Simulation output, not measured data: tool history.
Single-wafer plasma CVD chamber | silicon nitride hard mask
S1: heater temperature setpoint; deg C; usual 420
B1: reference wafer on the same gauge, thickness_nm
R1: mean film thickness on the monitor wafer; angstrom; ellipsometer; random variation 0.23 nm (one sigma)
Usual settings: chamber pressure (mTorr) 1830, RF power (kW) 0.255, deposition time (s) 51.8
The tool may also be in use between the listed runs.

{"run": 1, "day": 0.0, "S1": 420, "chamber pressure (mTorr)": 1830, "RF power (kW)": 0.255, "deposition time (s)": 51.8, "B1": 62.732, "R1": 511.06}
{"day": 1.475, "done": "RF generator calibrated"}
{"run": 2, "day": 3.567, "S1": 420, "chamber pressure (mTorr)": 1830, "RF power (kW)": 0.255, "deposition time (s)": 51.8, "B1": 62.689, "R1": 531.88}
{"run": 3, "day": 7.033, "S1": 420, "chamber pressure (mTorr)": 2110, "RF power (kW)": 0.255, "deposition time (s)": 51.8, "B1": 62.782, "R1": 552.82}
{"run": 4, "day": 9.979, "S1": 420, "chamber pressure (mTorr)": 2110, "RF power (kW)": 0.255, "deposition time (s)": 51.8, "B1": 62.82, "R1": 553.17}
{"run": 5, "day": 12.046, "S1": 420, "chamber pressure (mTorr)": 2110, "RF power (kW)": 0.255, "deposition time (s)": 51.8, "B1": 62.63, "R1": 551.91}
{"run": 6, "day": 13.983, "S1": 420, "chamber pressure (mTorr)": 1830, "RF power (kW)": 0.255, "deposition time (s)": 51.8, "B1": 62.844, "R1": 531.9}
{"run": 7, "day": 16.983, "S1": 420, "chamber pressure (mTorr)": 1830, "RF power (kW)": 0.255, "deposition time (s)": 51.8, "B1": 62.793, "R1": 526.63}
{"run": 8, "day": 18.958, "S1": 420, "chamber pressure (mTorr)": 1830, "RF power (kW)": 0.255, "deposition time (s)": 51.8, "B1": 62.846, "R1": 526.1}
{"run": 9, "day": 21.296, "S1": 420, "chamber pressure (mTorr)": 1830, "RF power (kW)": 0.255, "deposition time (s)": 51.8, "B1": 62.896, "R1": 526.51}
{"run": 10, "day": 24.538, "S1": 420, "chamber pressure (mTorr)": 1830, "RF power (kW)": 0.255, "deposition time (s)": 51.8, "B1": 62.797, "R1": 530.36}
{"run": 11, "day": 28.492, "S1": 420, "chamber pressure (mTorr)": 1830, "RF power (kW)": 0.255, "deposition time (s)": 51.8, "B1": 62.787, "R1": 525.95}
{"day": 30.583, "done": "thermocouple changed; heater temperature recalibrated"}
{"run": 12, "day": 31.692, "S1": 420, "chamber pressure (mTorr)": 1830, "RF power (kW)": 0.255, "deposition time (s)": 51.8, "B1": 62.837, "R1": 521.59}
{"run": 13, "day": 33.375, "S1": 420, "chamber pressure (mTorr)": 1830, "RF power (kW)": 0.255, "deposition time (s)": 51.8, "B1": 62.631, "R1": 522.46}
{"run": 14, "day": 37.588, "S1": 420, "chamber pressure (mTorr)": 1830, "RF power (kW)": 0.255, "deposition time (s)": 51.8, "B1": 62.631, "R1": 519.05}
{"day": 39.412, "done": "gauge calibrated"}
{"run": 15, "day": 39.821, "S1": 420, "chamber pressure (mTorr)": 1830, "RF power (kW)": 0.255, "deposition time (s)": 51.8, "B1": 62.888, "R1": 520.55}
{"day": 41.888, "done": "showerhead replaced"}
{"run": 16, "day": 42.05, "S1": 420, "chamber pressure (mTorr)": 1830, "RF power (kW)": 0.22, "deposition time (s)": 61.7, "B1": 62.803, "R1": 558.65}
{"run": 17, "day": 45.075, "S1": 420, "chamber pressure (mTorr)": 1830, "RF power (kW)": 0.255, "deposition time (s)": 51.8, "B1": 62.818, "R1": 519.05}
{"run": 18, "day": 48.188, "S1": 420, "chamber pressure (mTorr)": 1830, "RF power (kW)": 0.255, "deposition time (s)": 51.8, "B1": 62.899, "R1": 513.82}
{"day": 50.308, "done": "capacitance manometer re-zeroed and calibrated"}
{"run": 19, "day": 51.633, "S1": 420, "chamber pressure (mTorr)": 1410, "RF power (kW)": 0.255, "deposition time (s)": 43.8, "B1": 62.88, "R1": 400.49}
{"day": 54.238, "done": "RF generator calibrated"}
{"run": 20, "day": 55.879, "S1": 420, "chamber pressure (mTorr)": 1830, "RF power (kW)": 0.255, "deposition time (s)": 51.8, "B1": 62.702, "R1": 541.62}
{"run": 21, "day": 57.875, "S1": 413, "chamber pressure (mTorr)": 1680, "RF power (kW)": 0.255, "deposition time (s)": 51.8, "B1": 62.722, "R1": 525.25}
{"run": 22, "day": 61.642, "S1": 420, "chamber pressure (mTorr)": 1830, "RF power (kW)": 0.255, "deposition time (s)": 41.7, "B1": 62.766, "R1": 430.8}
{"run": 23, "day": 64.571, "S1": 420, "chamber pressure (mTorr)": 2240, "RF power (kW)": 0.205, "deposition time (s)": 51.8, "B1": 62.794, "R1": 482.95}
{"run": 24, "day": 67.679, "S1": 425, "chamber pressure (mTorr)": 1830, "RF power (kW)": 0.235, "deposition time (s)": 51.8, "B1": 62.808, "R1": 501.54}
{"run": 25, "day": 70.192, "S1": 405, "chamber pressure (mTorr)": 1830, "RF power (kW)": 0.29, "deposition time (s)": 61.1, "B1": 62.857, "R1": 686.33}
{"run": 26, "day": 71.729, "S1": 420, "chamber pressure (mTorr)": 1830, "RF power (kW)": 0.255, "deposition time (s)": 51.8, "B1": 62.862, "R1": 526.83}
{"run": 27, "day": 74.017, "S1": 425, "chamber pressure (mTorr)": 1830, "RF power (kW)": 0.255, "deposition time (s)": 57.6, "B1": 62.964, "R1": 583.71}
{"run": 28, "day": 78.45, "S1": 411, "chamber pressure (mTorr)": 2270, "RF power (kW)": 0.3, "deposition time (s)": 44.4, "B1": 62.818, "R1": 533.88}
{"run": 29, "day": 81.679, "S1": 433, "chamber pressure (mTorr)": 2280, "RF power (kW)": 0.255, "deposition time (s)": 51.8, "B1": 62.748, "R1": 557.31}

4 ways to go on from here, each from the tool as it stands after run 29. What would each give?
{"run": "A", "day": 81.696, "S1": 434, "chamber pressure (mTorr)": 1830, "RF power (kW)": 0.255, "deposition time (s)": 51.8, "B1": "?", "R1": "?"}
{"run": "B", "day": 81.696, "S1": 406, "chamber pressure (mTorr)": 1830, "RF power (kW)": 0.255, "deposition time (s)": 51.8, "B1": "?", "R1": "?"}
{"run": "C", "day": 81.696, "S1": 420, "chamber pressure (mTorr)": 1830, "RF power (kW)": 0.3, "deposition time (s)": 51.8, "B1": "?", "R1": "?"}
{"run": "D", "day": 81.696, "S1": 420, "chamber pressure (mTorr)": 1830, "RF power (kW)": 0.21, "deposition time (s)": 51.8, "B1": "?", "R1": "?"}

run=A B1=62.840 R1=520.21
run=B B1=62.840 R1=527.08
run=C B1=62.840 R1=583.90
run=D B1=62.840 R1=457.41
Without the tool's hidden state the same runs would have given:
run=A R1=532.66
run=B R1=539.69
run=C R1=597.32
run=D R1=468.94

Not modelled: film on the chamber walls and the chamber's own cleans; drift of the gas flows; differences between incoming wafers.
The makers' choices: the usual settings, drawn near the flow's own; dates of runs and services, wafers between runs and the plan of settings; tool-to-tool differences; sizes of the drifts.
